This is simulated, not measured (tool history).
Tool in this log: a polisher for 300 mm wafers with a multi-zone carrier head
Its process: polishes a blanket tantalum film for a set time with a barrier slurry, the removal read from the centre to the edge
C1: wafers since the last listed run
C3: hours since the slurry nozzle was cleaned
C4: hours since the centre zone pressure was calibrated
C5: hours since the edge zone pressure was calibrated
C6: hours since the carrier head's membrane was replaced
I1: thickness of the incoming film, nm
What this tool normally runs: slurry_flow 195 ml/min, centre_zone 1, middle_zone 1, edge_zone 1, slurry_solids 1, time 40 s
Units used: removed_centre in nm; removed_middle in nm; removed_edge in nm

Run 1, hour 0: usual settings; C1 0; wafers polished on this pad 494; C3 356.2; C4 1335; C5 539.4; C6 1459.8; I1 221.4. Result: removed_centre 83.1 nm, removed_middle 83 nm, removed_edge 83.4 nm.
At hour 16.9: worn pad replaced by a new one.
Run 2, hour 17.4: usual settings; C1 177; wafers polished on this pad 6; C3 373.6; C4 1352.4; C5 556.8; C6 1477.2; I1 219.3. Result: removed_centre 87.9 nm, removed_middle 85.4 nm, removed_edge 86.1 nm.
Run 3, hour 31.2: usual settings; C1 183; wafers polished on this pad 189; C3 387.4; C4 1366.2; C5 570.6; C6 1491; I1 217.8. Result: removed_centre 85.2 nm, removed_middle 83.2 nm, removed_edge 84.1 nm.
Run 4, hour 46.4: usual settings; C1 201; wafers polished on this pad 391; C3 402.6; C4 1381.4; C5 585.8; C6 1506.2; I1 218.3. Result: removed_centre 83.4 nm, removed_middle 81.5 nm, removed_edge 82.2 nm.
Run 5, hour 54.4: usual settings but middle_zone 1.05; C1 106; wafers polished on this pad 497; C3 410.6; C4 1389.4; C5 593.8; C6 1514.2; I1 223.2. Result: removed_centre 82.8 nm, removed_middle 84.9 nm, removed_edge 82.1 nm.
At hour 72.7: centre zone pressure recalibrated.
At hour 73.2: carrier head's membrane replaced by a new one.
At hour 75: worn pad replaced by a new one.
Run 6, hour 75.5: usual settings; C1 223; wafers polished on this pad 6; C3 431.7; C4 2.8; C5 614.9; C6 2.3; I1 220.5. Result: removed_centre 77.5 nm, removed_middle 77.4 nm, removed_edge 78.4 nm.
At hour 86.2: slurry nozzle cleaned.
Run 7, hour 89.2: usual settings; C1 168; wafers polished on this pad 175; C3 3; C4 16.5; C5 628.6; C6 16; I1 220.7. Result: removed_centre 76.6 nm, removed_middle 74.8 nm, removed_edge 74.7 nm.
At hour 107: edge zone pressure recalibrated.
At hour 108.3: worn pad replaced by a new one, repeated, since the last time left the tool worse.
Run 8, hour 140.1: usual settings but slurry_solids 0.75; C1 632; wafers polished on this pad 422; C3 53.9; C4 67.4; C5 33.1; C6 66.9; I1 217.2. Result: removed_centre 79.5 nm, removed_middle 78 nm, removed_edge 78.3 nm.
Run 9, hour 153.8: usual settings but time 53 s; C1 181; wafers polished on this pad 604; C3 67.6; C4 81.1; C5 46.8; C6 80.6; I1 218.9. Result: removed_centre 110.2 nm, removed_middle 108.1 nm, removed_edge 110.1 nm.
At hour 158.9: worn pad replaced by a new one.
Run 10, hour 169.3: usual settings but time 28 s; C1 152; wafers polished on this pad 137; C3 83.1; C4 96.6; C5 62.3; C6 96.1; I1 219. Result: removed_centre 59.8 nm, removed_middle 59 nm, removed_edge 58.9 nm.
Run 11, hour 184.1: usual settings; C1 196; wafers polished on this pad 334; C3 97.9; C4 111.4; C5 77.1; C6 110.9; I1 222.2. Result: removed_centre 83.7 nm, removed_middle 83.4 nm, removed_edge 82.6 nm.
Run 12, hour 198.6: usual settings; C1 192; wafers polished on this pad 526; C3 112.4; C4 125.9; C5 91.6; C6 125.4; I1 218.7. Result: removed_centre 84 nm, removed_middle 82.3 nm, removed_edge 83.7 nm.
At hour 211.2: worn pad replaced by a new one.
Run 13, hour 213.3: usual settings but slurry_flow 135 ml/min, slurry_solids 1.25, time 36 s; C1 142; wafers polished on this pad 27; C3 127.1; C4 140.6; C5 106.3; C6 140.1; I1 219.7. Result: removed_centre 75.5 nm, removed_middle 74.2 nm, removed_edge 76.8 nm.
Run 14, hour 230.7: usual settings but slurry_flow 135 ml/min; C1 231; wafers polished on this pad 258; C3 144.5; C4 158; C5 123.7; C6 157.5; I1 222.1. Result: removed_centre 76.9 nm, removed_middle 78 nm, removed_edge 79.2 nm.

Each row is a separate what-if for the run after 14, all from the same tool condition, not one after another. Results?
Run A, hour 231.1: usual settings but centre_zone 0.9; C1 5; wafers polished on this pad 264; C3 144.9; C4 158.4; C5 124.1; C6 157.9; I1 219.3. Result: removed_centre ?, removed_middle ?, removed_edge ?.
Run B, hour 231.1: usual settings but centre_zone 1.11, edge_zone 0.93; C1 5; wafers polished on this pad 264; C3 144.9; C4 158.4; C5 124.1; C6 157.9; I1 219.3. Result: removed_centre ?, removed_middle ?, removed_edge ?.
Run C, hour 231.1: usual settings but slurry_solids 1.3; C1 5; wafers polished on this pad 264; C3 144.9; C4 158.4; C5 124.1; C6 157.9; I1 219.3. Result: removed_centre ?, removed_middle ?, removed_edge ?.
Run D, hour 231.1: usual settings but slurry_flow 265 ml/min, middle_zone 1.1, slurry_solids 0.85; C1 5; wafers polished on this pad 264; C3 144.9; C4 158.4; C5 124.1; C6 157.9; I1 219.3. Result: removed_centre ?, removed_middle ?, removed_edge ?.

run  removed_centre  removed_middle  removed_edge
  A            76.4            83.2          86.1
  B            94.4            83.1          83.2
  C            89.5            87.5          90.7
  D            86.1            88.5          85.9
Without the tool's unlogged condition, the same runs would have read:
run  removed_centre  removed_middle  removed_edge
  A            79.7            86.8          89.8
  B            98.4            86.7          86.8
  C            93.3            91.3          94.6
  D            89.8            92.3          89.6
